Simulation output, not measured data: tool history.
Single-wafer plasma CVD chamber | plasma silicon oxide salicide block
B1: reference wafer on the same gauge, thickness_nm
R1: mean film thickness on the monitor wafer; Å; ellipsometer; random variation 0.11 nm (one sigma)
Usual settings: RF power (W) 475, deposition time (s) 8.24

Run 1, hour 0: usual settings; B1 78.395. Result: R1 727.96 Å.
Run 2, hour 33.2: usual settings; B1 78.383. Result: R1 727.62 Å.
Run 3, hour 65.8: usual settings; B1 78.416. Result: R1 726.71 Å.
Run 4, hour 93.8: usual settings; B1 78.408. Result: R1 725.62 Å.
Run 5, hour 120.2: usual settings but RF power (W) 530, deposition time (s) 8.65; B1 78.428. Result: R1 782.13 Å.
Run 6, hour 145.6: usual settings but RF power (W) 530, deposition time (s) 8.65; B1 78.4. Result: R1 782.74 Å.
Run 7, hour 163: usual settings; B1 78.382. Result: R1 725.39 Å.
At hour 169.4: gauge calibrated.
At hour 232.3: RF generator calibrated.
Run 8, hour 237.9: usual settings; B1 78.415. Result: R1 744.05 Å.
Run 9, hour 261.4: usual settings; B1 78.422. Result: R1 742.46 Å.
Run 10, hour 276.1: usual settings; B1 78.417. Result: R1 741.12 Å.
Run 11, hour 300.4: usual settings; B1 78.392. Result: R1 742.18 Å.
Run 12, hour 317.5: usual settings but RF power (W) 550, deposition time (s) 9; B1 78.404. Result: R1 840.52 Å.
At hour 349.9: showerhead replaced.
Run 13, hour 416.2: usual settings but RF power (W) 565, deposition time (s) 6.66; B1 78.397. Result: R1 624.87 Å.

Forecast run 14:
Run 14, hour 450.2: usual settings but RF power (W) 510; B1 ?. Result: R1 ?.

B1: 78.382
R1: 754.01 Å
Without the tool's hidden state the same run would have given R1 755.78 Å.
